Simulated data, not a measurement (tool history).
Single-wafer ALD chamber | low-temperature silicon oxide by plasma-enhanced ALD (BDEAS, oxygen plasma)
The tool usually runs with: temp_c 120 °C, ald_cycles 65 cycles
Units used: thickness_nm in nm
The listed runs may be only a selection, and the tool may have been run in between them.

run,day,temp_c,ald_cycles,wafers since the last listed run,hours since the last thermocouple change,hours since the gauge calibration,"read-back reference wafer on the same gauge, thickness_nm",thickness_nm
1,0,129,65,0,2256.8,705.6,9.445,9.338
2,1.183,129,65,98,2285.2,734,9.442,9.365
3,2.321,120,65,94,2312.5,761.3,9.446,9.521
4,4.304,120,65,164,2360.1,808.9,9.451,9.504
5,5.612,120,65,108,2391.5,840.3,9.456,9.509
6,8.238,120,65,218,2454.5,903.3,9.454,9.492
7,9.333,120,71,91,2480.8,929.6,9.446,10.42
8,11.725,115,65,198,2538.2,987,9.45,9.591
9,13.533,120,73,150,2581.6,1030.4,9.454,10.686
10,16.225,120,73,223,2646.2,1095,9.455,10.651
11,18.929,120,65,224,2711.1,1159.9,9.456,9.507
12,21.396,120,65,204,2770.3,1219.1,9.454,9.538
13,23.012,120,65,134,2809.1,1257.9,9.447,9.54
14,25.038,120,65,168,2857.7,1306.5,9.457,9.519
15,26.442,120,65,116,2891.4,1340.2,9.456,9.539
# day 27.142: thermocouple changed; heater temperature recalibrated
16,29.429,116,57,220,54.9,1411.9,9.453,8.43
17,30.504,116,57,89,80.7,1437.7,9.451,8.435
18,32.579,116,57,172,130.5,1487.5,9.448,8.414
# day 34.771: gauge calibrated
19,35.15,120,65,213,192.2,9.1,9.447,9.546
20,36.308,120,65,96,220,36.9,9.447,9.501
21,37.471,120,65,96,247.9,64.8,9.453,9.505
22,40.267,131,65,232,315,131.9,9.446,9.328
23,41.829,120,61,129,352.5,169.4,9.453,8.917
24,43.138,127,73,108,383.9,200.8,9.443,10.581
25,44.342,114,72,100,412.8,229.7,9.454,10.63
26,45.738,125,58,115,446.3,263.2,9.45,8.459
27,47.796,131,58,170,495.7,312.6,9.451,8.365
28,50.521,120,69,226,561.1,378,9.451,10.085
29,51.975,127,72,120,596,412.9,9.454,10.432
30,55.304,128,60,276,675.9,492.8,9.448,8.648
31,57.104,120,65,149,719.1,536,9.443,9.516
32,58.112,120,76,83,743.3,560.2,9.456,11.139
33,59.738,120,65,134,782.3,599.2,9.443,9.538
34,61.712,115,65,164,829.7,646.6,9.444,9.632
35,63.354,120,65,136,869.1,686,9.445,9.495
36,67.946,124,65,381,979.3,796.2,9.445,9.424
37,70.621,108,56,222,1043.5,860.4,9.451,8.351
38,71.683,124,65,88,1069,885.9,9.449,9.429
39,74.45,120,59,229,1135.4,952.3,9.45,8.649
40,76.167,120,65,142,1176.6,993.5,9.446,9.539
41,78.221,120,65,170,1225.9,1042.8,9.457,9.459

Entry by entry between the runs, the difference in hidden state between the last listed run before and the first listed run after:
From run 15 to run 16: thermocouple changed; heater temperature recalibrated (day 27.142)
  both runs share identical hidden conditions
From run 18 to run 19: gauge calibrated (day 34.771)
  both runs share identical hidden conditions
